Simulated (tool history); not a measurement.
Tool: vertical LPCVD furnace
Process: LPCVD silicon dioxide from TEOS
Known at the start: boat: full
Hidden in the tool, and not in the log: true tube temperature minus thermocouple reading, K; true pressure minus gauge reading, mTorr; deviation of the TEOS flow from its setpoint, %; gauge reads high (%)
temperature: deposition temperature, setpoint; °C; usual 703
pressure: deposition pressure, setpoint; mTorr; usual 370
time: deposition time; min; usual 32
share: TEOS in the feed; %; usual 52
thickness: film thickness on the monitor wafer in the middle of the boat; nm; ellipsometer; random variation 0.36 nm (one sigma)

| run | day | temperature | pressure | time | share | wafers since the last listed run | hours since the last temperature calibration | hours since the pressure gauge was zeroed | hours since the TEOS flow controller was replaced | hours since the gauge calibration | read-back reference wafer on the same gauge, thickness | thickness |
|---|---|---|---|---|---|---|---|---|---|---|---|---|
| 1 | 0 | 703 | 370 | 32 | 52 | 0 | 2189.6 | 2552 | 5396.5 | 420.9 | 284.96 | 264.59 |
| 2 | 0.675 | 703 | 370 | 32 | 52 | 235 | 2205.8 | 2568.2 | 5412.7 | 437.1 | 285.03 | 263.8 |
| 3 | 0.983 | 703 | 370 | 32 | 52 | 107 | 2213.2 | 2575.6 | 5420.1 | 444.5 | 284.95 | 264.75 |
| 4 | 1.483 | 703 | 370 | 32 | 52 | 174 | 2225.2 | 2587.6 | 5432.1 | 456.5 | 284.96 | 265.5 |
| 5 | 1.967 | 703 | 370 | 32 | 52 | 168 | 2236.8 | 2599.2 | 5443.7 | 468.1 | 284.96 | 265.37 |
| 6 | 2.5 | 703 | 370 | 32 | 52 | 186 | 2249.6 | 2612 | 5456.5 | 480.9 | 284.92 | 265.75 |
| 7 | 3.125 | 703 | 400 | 32 | 52 | 218 | 2264.6 | 2627 | 5471.5 | 495.9 | 284.97 | 275.64 |
| 8 | 3.529 | 703 | 400 | 32 | 52 | 141 | 2274.3 | 2636.7 | 5481.2 | 505.6 | 285.1 | 276.28 |
| 9 | 3.846 | 703 | 400 | 32 | 52 | 110 | 2281.9 | 2644.3 | 5488.8 | 513.2 | 284.99 | 275.91 |
|  | 4.079 | gauge calibrated |
| 10 | 4.604 | 711 | 370 | 32 | 52 | 264 | 2300.1 | 2662.5 | 5507 | 12.6 | 284.97 | 319.07 |
| 11 | 5.083 | 711 | 370 | 32 | 52 | 167 | 2311.6 | 2674 | 5518.5 | 24.1 | 285.06 | 318.68 |
| 12 | 5.679 | 703 | 370 | 32 | 52 | 208 | 2325.9 | 2688.3 | 5532.8 | 38.4 | 285.02 | 265.86 |
| 13 | 6 | 703 | 430 | 28 | 52 | 112 | 2333.6 | 2696 | 5540.5 | 46.1 | 284.87 | 251.17 |
| 14 | 6.325 | 703 | 370 | 32 | 52 | 113 | 2341.4 | 2703.8 | 5548.3 | 53.9 | 285.01 | 265.89 |
| 15 | 7.017 | 703 | 370 | 32 | 52 | 241 | 2358 | 2720.4 | 5564.9 | 70.5 | 285 | 266.8 |
| 16 | 7.388 | 703 | 370 | 32 | 52 | 129 | 2366.9 | 2729.3 | 5573.8 | 79.4 | 284.96 | 266.16 |
|  | 8.738 | thermocouples replaced and temperature profile calibrated |
|  | 8.933 | TEOS flow controller replaced |
| 17 | 8.954 | 711 | 415 | 43 | 52 | 129 | 5.2 | 2766.9 | 0.5 | 117 | 285.07 | 413.45 |
| 18 | 9.154 | 703 | 370 | 32 | 52 | 69 | 10 | 2771.7 | 5.3 | 121.8 | 285.03 | 241.91 |
| 19 | 9.604 | 698 | 330 | 32 | 52 | 157 | 20.8 | 2782.5 | 16.1 | 132.6 | 285.06 | 203.28 |
|  | 10.971 | pressure gauge zeroed |
| 20 | 10.992 | 694 | 460 | 37 | 42 | 135 | 54.1 | 0.5 | 49.4 | 165.9 | 284.95 | 227.23 |
| 21 | 11.192 | 712 | 435 | 27.5 | 62 | 69 | 58.9 | 5.3 | 54.2 | 170.7 | 284.99 | 302.79 |
| 22 | 11.688 | 703 | 345 | 32 | 52 | 173 | 70.8 | 17.2 | 66.1 | 182.6 | 285 | 234.52 |
| 23 | 12.4 | 693 | 370 | 32 | 48 | 248 | 87.9 | 34.3 | 83.2 | 199.7 | 284.99 | 184.67 |
| 24 | 13.158 | 703 | 370 | 32 | 52 | 264 | 106.1 | 52.5 | 101.4 | 217.9 | 284.93 | 243.44 |
| 25 | 13.796 | 703 | 370 | 32 | 52 | 222 | 121.4 | 67.8 | 116.7 | 233.2 | 285.08 | 243.49 |
| 26 | 14.558 | 703 | 370 | 39.5 | 52 | 266 | 139.7 | 86.1 | 135 | 251.5 | 284.83 | 301.12 |
| 27 | 16.104 | 703 | 430 | 28 | 52 | 540 | 176.8 | 123.2 | 172.1 | 288.6 | 284.88 | 229.43 |
| 28 | 16.779 | 693 | 370 | 38.5 | 52 | 235 | 193 | 139.4 | 188.3 | 304.8 | 285.05 | 231.72 |
| 29 | 17.333 | 703 | 300 | 24.5 | 61 | 193 | 206.3 | 152.7 | 201.6 | 318.1 | 284.98 | 181.95 |
| 30 | 17.662 | 703 | 370 | 32 | 57 | 114 | 214.2 | 160.6 | 209.5 | 326 | 285.1 | 255.13 |

Measured less the same run without the tool's hidden state. The same run-to-run variation is in both; the gauge's scatter may not be:
| run | thickness |
|---|---|
| 1 | +23.13 |
| 2 | +23.2 |
| 3 | +23.35 |
| 4 | +23.52 |
| 5 | +23.61 |
| 6 | +23.75 |
| 7 | +24.77 |
| 8 | +24.92 |
| 9 | +24.95 |
| 10 | +28.59 |
| 11 | +28.67 |
| 12 | +24.42 |
| 13 | +23.13 |
| 14 | +24.56 |
| 15 | +24.78 |
| 16 | +24.8 |
| 17 | +0.62 |
| 18 | +0.42 |
| 19 | +0.43 |
| 20 | +0.76 |
| 21 | +1.03 |
| 22 | +0.91 |
| 23 | +0.85 |
| 24 | +1.26 |
| 25 | +1.39 |
| 26 | +1.91 |
| 27 | +1.76 |
| 28 | +1.95 |
| 29 | +1.59 |
| 30 | +2.3 |
